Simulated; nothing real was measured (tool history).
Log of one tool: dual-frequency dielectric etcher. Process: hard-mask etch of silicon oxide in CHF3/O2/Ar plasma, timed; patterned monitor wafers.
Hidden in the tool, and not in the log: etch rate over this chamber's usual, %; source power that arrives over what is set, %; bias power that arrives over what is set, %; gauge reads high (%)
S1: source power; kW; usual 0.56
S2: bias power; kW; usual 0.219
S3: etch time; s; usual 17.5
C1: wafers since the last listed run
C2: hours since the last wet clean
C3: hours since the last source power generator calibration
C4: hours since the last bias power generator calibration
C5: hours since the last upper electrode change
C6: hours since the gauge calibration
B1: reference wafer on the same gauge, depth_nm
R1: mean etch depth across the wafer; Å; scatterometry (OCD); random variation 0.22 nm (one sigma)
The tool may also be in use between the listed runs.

run   hour    S1     S2    S3    C1     C2      C3      C4      C5      C6     B1     R1
  1      0  0.56  0.219  17.5     0  211.9  3468.9    3597  2143.1  1176.9  39.96  358.6
       6.3  -- gauge calibrated
  2   16.4  0.56  0.219  17.5   385  228.3  3485.3  3613.4  2159.5    10.1  39.98  356.2
      52.6  -- upper electrode replaced
  3   53.1  0.56  0.219  17.5   298    265    3522  3650.1     0.5    46.8     40  356.9
        60  -- source power generator calibrated
  4   71.5  0.56  0.219    21   338  283.4    11.5  3668.5    18.9    65.2  40.02  430.7
       148  -- wet clean of the chamber
  5  148.5  0.56  0.219  17.5  1246    0.5    88.5  3745.5    95.9   142.2  39.97  346.8
  6  171.3  0.56  0.186    20   536   23.3   111.3  3768.3   118.7     165  40.02  373.2
  7  193.1  0.56  0.273  17.5   512   45.1   133.1  3790.1   140.5   186.8  40.03  373.9
     217.8  -- bias power generator calibrated
  8  218.3  0.56  0.195  22.5   498   70.3   158.3     0.5   165.7     212  39.99    430
  9  238.1  0.66  0.165    22   465   90.1   178.1    20.3   185.5   231.8  39.99  414.6
 10  273.9  0.68  0.255  17.5   842  125.9   213.9    56.1   221.3   267.6     40  390.4
 11  354.1  0.56  0.219  17.5  1886  206.1   294.1   136.3   301.5   347.8     40  351.4
 12  366.1  0.56  0.219  17.5   282  218.1   306.1   148.3   313.5   359.8  40.02  352.1
 13  397.8  0.56  0.179  17.5   745  249.8   337.8     180   345.2   391.5  40.02  332.1
 14    412  0.56  0.219  17.5   334    264     352   194.2   359.4   405.7  40.04  358.9
 15  438.2  0.56  0.219  17.5   616  290.2   378.2   220.4   385.6   431.9  40.01  354.8
 16  470.1  0.52  0.219  17.5   750  322.1   410.1   252.3   417.5   463.8  39.99  351.8
 17  492.4  0.56  0.219  17.5   524  344.4   432.4   274.6   439.8   486.1  40.05    358
     530.4  -- wet clean of the chamber
 18  530.9  0.56  0.219  17.5   341    0.5   470.9   313.1   478.3   524.6  39.96  345.1
 19  608.6  0.48  0.254  20.5  1827   78.2   548.6   390.8     556   602.3  40.02  418.4
 20  626.8  0.52  0.257  17.5   428   96.4   566.8     409   574.2   620.5  40.02  362.1
 21  657.8   0.6  0.243  17.5   729  127.4   597.8     440   605.2   651.5     40  372.2
 22  676.4  0.56  0.219  17.5   437    146   616.4   458.6   623.8   670.1  40.02  350.9
 23  710.2  0.52  0.258  17.5   795  179.8   650.2   492.4   657.6   703.9  39.99  370.7
 24  729.6  0.56  0.219  17.5   456  199.2   669.6   511.8     677   723.3  40.02  352.3
 25  753.8  0.65  0.165    13   569  223.4   693.8     536   701.2   747.5  40.04    249
 26  788.3  0.56  0.273  17.5   811  257.9   728.3   570.5   735.7     782  40.06  386.9
 27  801.1  0.43  0.168  12.5   301  270.7   741.1   583.3   748.5   794.8  39.99  220.2
 28  818.9  0.56  0.174  17.5   418  288.5   758.9   601.1   766.3   812.6  40.04  334.3
 29  847.2  0.56  0.219    16   665  316.8   787.2   629.4   794.6   840.9  40.03  328.8
 30  876.7  0.56  0.219  17.5   693  346.3   816.7   658.9   824.1   870.4     40  363.4

Measured less the same run without the tool's hidden state. The same run-to-run variation is in both; the gauge's scatter may not be:
run     R1
  1   +8.3
  2   +8.9
  3  +10.6
  4  +13.8
  5   -1.3
  6   -0.3
  7   +0.8
  8   +2.4
  9   +3.4
 10     +5
 11   +8.1
 12   +8.7
 13   +9.6
 14    +11
 15  +12.1
 16  +13.3
 17  +14.6
 18   -0.2
 19   +4.1
 20   +4.4
 21   +6.1
 22   +6.6
 23   +8.6
 24     +9
 25   +7.1
 26  +12.8
 27   +7.6
 28  +12.3
 29  +13.3
 30    +16
